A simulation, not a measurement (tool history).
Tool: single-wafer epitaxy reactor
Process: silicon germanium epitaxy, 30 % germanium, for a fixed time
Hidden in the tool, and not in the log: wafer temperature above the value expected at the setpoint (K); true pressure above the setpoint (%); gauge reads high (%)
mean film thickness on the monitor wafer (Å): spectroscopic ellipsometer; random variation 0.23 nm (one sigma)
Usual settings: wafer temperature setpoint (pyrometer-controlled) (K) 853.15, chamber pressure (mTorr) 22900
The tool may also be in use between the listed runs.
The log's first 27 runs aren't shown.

| run | hour | wafer temperature setpoint (pyrometer-controlled) (K) | chamber pressure (mTorr) | wafers since the last listed run | hours since the last pyrometer calibration | hours since the last manometer calibration | hours since the showerhead was replaced | hours since the gauge calibration | read-back reference wafer on the same gauge, thickness_nm | mean film thickness on the monitor wafer (Å) |
|---|---|---|---|---|---|---|---|---|---|---|
|  | 1830.9 | showerhead replaced |
| 28 | 1860.9 | 853.15 | 22900 | 2046 | 423.3 | 2266.6 | 30 | 400.3 | 49.961 | 425.51 |
|  | 1910.5 | capacitance manometer re-zeroed and calibrated |
| 29 | 1923 | 853.15 | 22900 | 1203 | 485.4 | 12.5 | 92.1 | 462.4 | 50.102 | 423.99 |
| 30 | 2018.6 | 841.15 | 19200 | 2126 | 581 | 108.1 | 187.7 | 558 | 50.044 | 321.08 |
| 31 | 2084 | 864.15 | 18300 | 1455 | 646.4 | 173.5 | 253.1 | 623.4 | 50.072 | 469.92 |
| 32 | 2134.8 | 864.15 | 17500 | 1130 | 697.2 | 224.3 | 303.9 | 674.2 | 49.944 | 466.51 |
| 33 | 2191.9 | 853.15 | 20200 | 1270 | 754.3 | 281.4 | 361 | 731.3 | 50.093 | 407.96 |
| 34 | 2274.2 | 864.15 | 18300 | 1831 | 836.6 | 363.7 | 443.3 | 813.6 | 49.999 | 472.92 |
| 35 | 2438.6 | 846.15 | 18700 | 3657 | 1001 | 528.1 | 607.7 | 978 | 50.036 | 352.55 |

4 ways to go on from here, each from the tool as it stands after run 35. What would each give?
| A | 2439 | 853.15 | 22900 | 8 | 1001.4 | 528.5 | 608.1 | 978.4 | ? | ? |
| B | 2439 | 864.15 | 17800 | 8 | 1001.4 | 528.5 | 608.1 | 978.4 | ? | ? |
| C | 2439 | 866.15 | 25200 | 8 | 1001.4 | 528.5 | 608.1 | 978.4 | ? | ? |
| D | 2439 | 847.15 | 25800 | 8 | 1001.4 | 528.5 | 608.1 | 978.4 | ? | ? |

| run | read-back reference wafer on the same gauge, thickness_nm | mean film thickness on the monitor wafer (Å) |
|---|---|---|
| A | 49.884 | 426.37 |
| B | 49.884 | 468.11 |
| C | 49.884 | 547.85 |
| D | 49.884 | 402.2 |
Without the tool's hidden state the same runs would have given:
| run | mean film thickness on the monitor wafer (Å) |
|---|---|
| A | 426.37 |
| B | 468.11 |
| C | 547.85 |
| D | 402.2 |
